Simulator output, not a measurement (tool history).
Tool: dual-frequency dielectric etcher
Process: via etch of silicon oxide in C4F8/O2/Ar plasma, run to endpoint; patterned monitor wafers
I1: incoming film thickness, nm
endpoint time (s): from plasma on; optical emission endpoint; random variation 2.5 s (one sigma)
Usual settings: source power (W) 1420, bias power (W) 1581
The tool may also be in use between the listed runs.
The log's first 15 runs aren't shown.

Run 16, hour 305.3: usual settings but source power (W) 1540, bias power (W) 1292; I1 1412.0. Result: endpoint time (s) 345.0.
At hour 317.2: source power generator calibrated.
At hour 356.9: upper electrode replaced, of another model than before.
Run 17, hour 357.4: usual settings but source power (W) 1280, bias power (W) 1371; I1 1404.0. Result: endpoint time (s) 352.4.
Run 18, hour 357.8: usual settings but bias power (W) 1684; I1 1413.6. Result: endpoint time (s) 339.4.
Run 19, hour 385.2: usual settings but source power (W) 1190, bias power (W) 1752; I1 1413.9. Result: endpoint time (s) 352.5.
Run 20, hour 420.9: usual settings but bias power (W) 1702; I1 1403.7. Result: endpoint time (s) 342.7.
Run 21, hour 437.6: usual settings but bias power (W) 1195; I1 1403.5. Result: endpoint time (s) 351.9.
Run 22, hour 454.7: usual settings but source power (W) 1320, bias power (W) 1901; I1 1413.8. Result: endpoint time (s) 345.9.
Run 23, hour 473.2: usual settings but source power (W) 1140; I1 1403.0. Result: endpoint time (s) 359.4.
Run 24, hour 507.4: usual settings but source power (W) 1730, bias power (W) 1450; I1 1386.6. Result: endpoint time (s) 331.5.
Run 25, hour 532.6: usual settings but bias power (W) 1895; I1 1407.5. Result: endpoint time (s) 339.9.
At hour 548.6: bias power generator calibrated.
Run 26, hour 609.3: usual settings but bias power (W) 1702; I1 1401.0. Result: endpoint time (s) 345.2.
Run 27, hour 625.8: usual settings; I1 1420.4. Result: endpoint time (s) 354.3.
Run 28, hour 646.8: usual settings; I1 1405.1. Result: endpoint time (s) 356.6.
Run 29, hour 675.7: usual settings but source power (W) 1280; I1 1401.7. Result: endpoint time (s) 360.4.
Run 30, hour 701.5: usual settings but source power (W) 1200; I1 1414.8. Result: endpoint time (s) 368.8.
At hour 738.5: wet clean of the chamber.
Run 31, hour 739.0: usual settings but source power (W) 1110, bias power (W) 1761; I1 1407.2. Result: endpoint time (s) 354.8.
Run 32, hour 760.8: usual settings but source power (W) 1200, bias power (W) 1324; I1 1399.8. Result: endpoint time (s) 355.0.

Forecast each of these 4 alternatives for the next run:
Run A, hour 761.3: usual settings; I1 1409.9. Result: endpoint time (s) ?.
Run B, hour 761.3: usual settings but source power (W) 1120; I1 1409.9. Result: endpoint time (s) ?.
Run C, hour 761.3: usual settings but source power (W) 1530, bias power (W) 1822; I1 1409.9. Result: endpoint time (s) ?.
Run D, hour 761.3: usual settings but source power (W) 1540, bias power (W) 1748; I1 1409.9. Result: endpoint time (s) ?.

run  endpoint time (s)
  A              342.0
  B              359.2
  C              330.6
  D              331.8
Without the tool's hidden state the same runs would have given:
run  endpoint time (s)
  A              339.3
  B              356.4
  C              327.9
  D              329.2
